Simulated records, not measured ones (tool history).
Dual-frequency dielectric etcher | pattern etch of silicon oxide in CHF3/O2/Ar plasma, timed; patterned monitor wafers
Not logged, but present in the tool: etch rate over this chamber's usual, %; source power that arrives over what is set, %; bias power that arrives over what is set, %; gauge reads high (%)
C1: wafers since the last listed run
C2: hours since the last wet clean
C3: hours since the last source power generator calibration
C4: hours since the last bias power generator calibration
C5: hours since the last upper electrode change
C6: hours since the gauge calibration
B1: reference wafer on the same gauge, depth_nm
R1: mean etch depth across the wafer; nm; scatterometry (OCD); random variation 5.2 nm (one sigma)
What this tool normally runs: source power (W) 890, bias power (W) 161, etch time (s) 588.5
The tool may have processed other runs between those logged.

{"run": 1, "hour": 0.0, "source power (W)": 890, "bias power (W)": 161, "etch time (s)": 588.5, "C1": 0, "C2": 272.0, "C3": 1478.3, "C4": 1602.9, "C5": 3007.6, "C6": 272.1, "B1": 1481.1, "R1": 1238.4}
{"run": 2, "hour": 17.8, "source power (W)": 890, "bias power (W)": 161, "etch time (s)": 588.5, "C1": 62, "C2": 289.8, "C3": 1496.1, "C4": 1620.7, "C5": 3025.4, "C6": 289.9, "B1": 1478.6, "R1": 1233.8}
{"run": 3, "hour": 36.3, "source power (W)": 890, "bias power (W)": 161, "etch time (s)": 588.5, "C1": 65, "C2": 308.3, "C3": 1514.6, "C4": 1639.2, "C5": 3043.9, "C6": 308.4, "B1": 1481.8, "R1": 1233.7}
{"run": 4, "hour": 71.9, "source power (W)": 800, "bias power (W)": 161, "etch time (s)": 588.5, "C1": 125, "C2": 343.9, "C3": 1550.2, "C4": 1674.8, "C5": 3079.5, "C6": 344.0, "B1": 1480.7, "R1": 1169.8}
{"run": 5, "hour": 99.0, "source power (W)": 800, "bias power (W)": 161, "etch time (s)": 588.5, "C1": 95, "C2": 371.0, "C3": 1577.3, "C4": 1701.9, "C5": 3106.6, "C6": 371.1, "B1": 1479.9, "R1": 1171.8}
{"run": 6, "hour": 114.5, "source power (W)": 890, "bias power (W)": 161, "etch time (s)": 588.5, "C1": 54, "C2": 386.5, "C3": 1592.8, "C4": 1717.4, "C5": 3122.1, "C6": 386.6, "B1": 1479.0, "R1": 1233.0}
{"run": 7, "hour": 127.4, "source power (W)": 890, "bias power (W)": 161, "etch time (s)": 588.5, "C1": 45, "C2": 399.4, "C3": 1605.7, "C4": 1730.3, "C5": 3135.0, "C6": 399.5, "B1": 1479.6, "R1": 1220.6}
{"run": 8, "hour": 145.2, "source power (W)": 1060, "bias power (W)": 161, "etch time (s)": 588.5, "C1": 62, "C2": 417.2, "C3": 1623.5, "C4": 1748.1, "C5": 3152.8, "C6": 417.3, "B1": 1478.7, "R1": 1313.1}
{"run": 9, "hour": 157.2, "source power (W)": 1060, "bias power (W)": 161, "etch time (s)": 588.5, "C1": 42, "C2": 429.2, "C3": 1635.5, "C4": 1760.1, "C5": 3164.8, "C6": 429.3, "B1": 1482.7, "R1": 1314.3}
{"run": 10, "hour": 188.8, "source power (W)": 1060, "bias power (W)": 161, "etch time (s)": 588.5, "C1": 111, "C2": 460.8, "C3": 1667.1, "C4": 1791.7, "C5": 3196.4, "C6": 460.9, "B1": 1478.9, "R1": 1316.7}
{"hour": 220.6, "done": "wet clean of the chamber"}
{"run": 11, "hour": 222.4, "source power (W)": 890, "bias power (W)": 161, "etch time (s)": 588.5, "C1": 33, "C2": 1.8, "C3": 1700.7, "C4": 1825.3, "C5": 3230.0, "C6": 494.5, "B1": 1479.5, "R1": 1199.5}
{"hour": 234.5, "done": "gauge calibrated"}
{"run": 12, "hour": 257.9, "source power (W)": 890, "bias power (W)": 161, "etch time (s)": 588.5, "C1": 125, "C2": 37.3, "C3": 1736.2, "C4": 1860.8, "C5": 3265.5, "C6": 23.4, "B1": 1478.4, "R1": 1190.2}
{"run": 13, "hour": 290.5, "source power (W)": 1070, "bias power (W)": 200, "etch time (s)": 653.5, "C1": 115, "C2": 69.9, "C3": 1768.8, "C4": 1893.4, "C5": 3298.1, "C6": 56.0, "B1": 1480.0, "R1": 1528.3}
{"hour": 295.7, "done": "source power generator calibrated"}
{"run": 14, "hour": 325.8, "source power (W)": 960, "bias power (W)": 176, "etch time (s)": 588.5, "C1": 110, "C2": 105.2, "C3": 30.1, "C4": 1928.7, "C5": 3333.4, "C6": 91.3, "B1": 1481.2, "R1": 1258.4}
{"run": 15, "hour": 346.6, "source power (W)": 890, "bias power (W)": 130, "etch time (s)": 517.5, "C1": 73, "C2": 126.0, "C3": 50.9, "C4": 1949.5, "C5": 3354.2, "C6": 112.1, "B1": 1481.5, "R1": 985.8}
{"hour": 363.2, "done": "bias power generator calibrated"}
{"hour": 384.2, "done": "wet clean of the chamber, repeated, since the last time left the tool worse"}
{"run": 16, "hour": 384.7, "source power (W)": 960, "bias power (W)": 176, "etch time (s)": 588.5, "C1": 46, "C2": 0.5, "C3": 89.0, "C4": 21.5, "C5": 3392.3, "C6": 150.2, "B1": 1478.8, "R1": 1326.2}
{"run": 17, "hour": 396.8, "source power (W)": 890, "bias power (W)": 161, "etch time (s)": 588.5, "C1": 42, "C2": 12.6, "C3": 101.1, "C4": 33.6, "C5": 3404.4, "C6": 162.3, "B1": 1483.8, "R1": 1248.2}
{"run": 18, "hour": 419.0, "source power (W)": 1080, "bias power (W)": 122, "etch time (s)": 588.5, "C1": 78, "C2": 34.8, "C3": 123.3, "C4": 55.8, "C5": 3426.6, "C6": 184.5, "B1": 1481.4, "R1": 1241.4}
{"run": 19, "hour": 450.2, "source power (W)": 1100, "bias power (W)": 180, "etch time (s)": 462.5, "C1": 110, "C2": 66.0, "C3": 154.5, "C4": 87.0, "C5": 3457.8, "C6": 215.7, "B1": 1479.3, "R1": 1114.2}
{"run": 20, "hour": 474.4, "source power (W)": 820, "bias power (W)": 194, "etch time (s)": 588.5, "C1": 85, "C2": 90.2, "C3": 178.7, "C4": 111.2, "C5": 3482.0, "C6": 239.9, "B1": 1479.8, "R1": 1268.5}
{"hour": 525.1, "done": "upper electrode replaced"}
{"run": 21, "hour": 525.6, "source power (W)": 720, "bias power (W)": 142, "etch time (s)": 641.5, "C1": 95, "C2": 141.4, "C3": 229.9, "C4": 162.4, "C5": 0.5, "C6": 291.1, "B1": 1480.2, "R1": 1195.8}
{"run": 22, "hour": 534.8, "source power (W)": 890, "bias power (W)": 161, "etch time (s)": 588.5, "C1": 32, "C2": 150.6, "C3": 239.1, "C4": 171.6, "C5": 9.7, "C6": 300.3, "B1": 1481.9, "R1": 1243.2}
{"run": 23, "hour": 642.3, "source power (W)": 890, "bias power (W)": 161, "etch time (s)": 588.5, "C1": 379, "C2": 258.1, "C3": 346.6, "C4": 279.1, "C5": 117.2, "C6": 407.8, "B1": 1483.8, "R1": 1233.8}
{"run": 24, "hour": 660.0, "source power (W)": 950, "bias power (W)": 125, "etch time (s)": 648.5, "C1": 62, "C2": 275.8, "C3": 364.3, "C4": 296.8, "C5": 134.9, "C6": 425.5, "B1": 1480.4, "R1": 1298.2}
{"run": 25, "hour": 672.4, "source power (W)": 890, "bias power (W)": 173, "etch time (s)": 588.5, "C1": 43, "C2": 288.2, "C3": 376.7, "C4": 309.2, "C5": 147.3, "C6": 437.9, "B1": 1479.9, "R1": 1254.3}

Forecast each of these 4 alternatives for the next run:
{"run": "A", "hour": 673.0, "source power (W)": 680, "bias power (W)": 161, "etch time (s)": 588.5, "C1": 2, "C2": 288.8, "C3": 377.3, "C4": 309.8, "C5": 147.9, "C6": 438.5, "B1": "?", "R1": "?"}
{"run": "B", "hour": 673.0, "source power (W)": 830, "bias power (W)": 161, "etch time (s)": 588.5, "C1": 2, "C2": 288.8, "C3": 377.3, "C4": 309.8, "C5": 147.9, "C6": 438.5, "B1": "?", "R1": "?"}
{"run": "C", "hour": 673.0, "source power (W)": 890, "bias power (W)": 173, "etch time (s)": 655.5, "C1": 2, "C2": 288.8, "C3": 377.3, "C4": 309.8, "C5": 147.9, "C6": 438.5, "B1": "?", "R1": "?"}
{"run": "D", "hour": 673.0, "source power (W)": 680, "bias power (W)": 200, "etch time (s)": 718.0, "C1": 2, "C2": 288.8, "C3": 377.3, "C4": 309.8, "C5": 147.9, "C6": 438.5, "B1": "?", "R1": "?"}

run=A B1=1478.9 R1=1105.4
run=B B1=1478.9 R1=1204.8
run=C B1=1478.9 R1=1414.4
run=D B1=1478.9 R1=1448.6
With the hidden condition removed and each run's random variation left untouched, the same runs would have given:
run=A R1=1114.2
run=B R1=1214.4
run=C R1=1425.7
run=D R1=1460.1

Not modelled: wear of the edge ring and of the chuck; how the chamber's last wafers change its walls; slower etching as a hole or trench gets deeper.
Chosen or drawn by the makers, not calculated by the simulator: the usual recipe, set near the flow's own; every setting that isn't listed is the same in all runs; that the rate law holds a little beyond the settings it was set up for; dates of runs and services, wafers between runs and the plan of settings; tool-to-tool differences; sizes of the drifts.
